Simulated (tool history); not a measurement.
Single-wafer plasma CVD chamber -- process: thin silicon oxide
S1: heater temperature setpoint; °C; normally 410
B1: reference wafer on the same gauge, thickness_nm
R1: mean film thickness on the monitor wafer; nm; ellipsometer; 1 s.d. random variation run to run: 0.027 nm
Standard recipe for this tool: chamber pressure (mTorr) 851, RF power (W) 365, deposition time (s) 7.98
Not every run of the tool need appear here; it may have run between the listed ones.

{"run": 1, "hour": 0.0, "S1": 410, "chamber pressure (mTorr)": 922, "RF power (W)": 365, "deposition time (s)": 7.98, "B1": 20.892, "R1": 19.189}
{"run": 2, "hour": 24.1, "S1": 410, "chamber pressure (mTorr)": 922, "RF power (W)": 365, "deposition time (s)": 7.98, "B1": 20.901, "R1": 19.109}
{"run": 3, "hour": 53.7, "S1": 410, "chamber pressure (mTorr)": 922, "RF power (W)": 365, "deposition time (s)": 7.98, "B1": 20.899, "R1": 19.169}
{"run": 4, "hour": 67.0, "S1": 410, "chamber pressure (mTorr)": 851, "RF power (W)": 365, "deposition time (s)": 8.5, "B1": 20.899, "R1": 18.838}
{"run": 5, "hour": 83.2, "S1": 410, "chamber pressure (mTorr)": 851, "RF power (W)": 365, "deposition time (s)": 8.5, "B1": 20.898, "R1": 18.82}
{"run": 6, "hour": 105.9, "S1": 410, "chamber pressure (mTorr)": 851, "RF power (W)": 365, "deposition time (s)": 7.98, "B1": 20.898, "R1": 17.672}
{"hour": 134.4, "done": "gauge calibrated"}
{"run": 7, "hour": 141.7, "S1": 410, "chamber pressure (mTorr)": 851, "RF power (W)": 365, "deposition time (s)": 7.98, "B1": 20.912, "R1": 17.656}
{"run": 8, "hour": 164.3, "S1": 410, "chamber pressure (mTorr)": 851, "RF power (W)": 365, "deposition time (s)": 7.98, "B1": 20.903, "R1": 17.677}
{"hour": 195.6, "done": "showerhead replaced"}
{"run": 9, "hour": 197.9, "S1": 410, "chamber pressure (mTorr)": 940, "RF power (W)": 300, "deposition time (s)": 9.34, "B1": 20.898, "R1": 21.045}
{"run": 10, "hour": 209.9, "S1": 422, "chamber pressure (mTorr)": 851, "RF power (W)": 365, "deposition time (s)": 7.98, "B1": 20.902, "R1": 17.552}
{"hour": 219.5, "done": "capacitance manometer re-zeroed and calibrated"}
{"run": 11, "hour": 243.3, "S1": 410, "chamber pressure (mTorr)": 851, "RF power (W)": 365, "deposition time (s)": 7.98, "B1": 20.9, "R1": 18.059}
{"run": 12, "hour": 273.3, "S1": 410, "chamber pressure (mTorr)": 729, "RF power (W)": 345, "deposition time (s)": 9.09, "B1": 20.892, "R1": 16.931}
{"hour": 281.9, "done": "RF generator calibrated"}
{"hour": 285.2, "done": "thermocouple changed; heater temperature recalibrated"}
{"run": 13, "hour": 294.8, "S1": 417, "chamber pressure (mTorr)": 961, "RF power (W)": 400, "deposition time (s)": 7.98, "B1": 20.888, "R1": 20.843}
{"run": 14, "hour": 316.1, "S1": 410, "chamber pressure (mTorr)": 851, "RF power (W)": 365, "deposition time (s)": 6.58, "B1": 20.898, "R1": 14.833}
{"run": 15, "hour": 335.6, "S1": 398, "chamber pressure (mTorr)": 948, "RF power (W)": 390, "deposition time (s)": 9.21, "B1": 20.912, "R1": 23.818}
{"run": 16, "hour": 362.0, "S1": 410, "chamber pressure (mTorr)": 851, "RF power (W)": 365, "deposition time (s)": 7.98, "B1": 20.896, "R1": 18.048}

Consider 3 possible next runs. They are alternatives, not a sequence: every one starts from the tool as it was left by run 16. What does each give?
{"run": "A", "hour": 362.4, "S1": 410, "chamber pressure (mTorr)": 851, "RF power (W)": 365, "deposition time (s)": 7.98, "B1": "?", "R1": "?"}
{"run": "B", "hour": 362.4, "S1": 410, "chamber pressure (mTorr)": 851, "RF power (W)": 405, "deposition time (s)": 7.98, "B1": "?", "R1": "?"}
{"run": "C", "hour": 362.4, "S1": 410, "chamber pressure (mTorr)": 851, "RF power (W)": 395, "deposition time (s)": 7.98, "B1": "?", "R1": "?"}

run=A B1=20.9 R1=18.006
run=B B1=20.9 R1=18.7
run=C B1=20.9 R1=18.531
Without the tool's hidden state the same runs would have given:
run=A R1=18.012
run=B R1=18.706
run=C R1=18.537
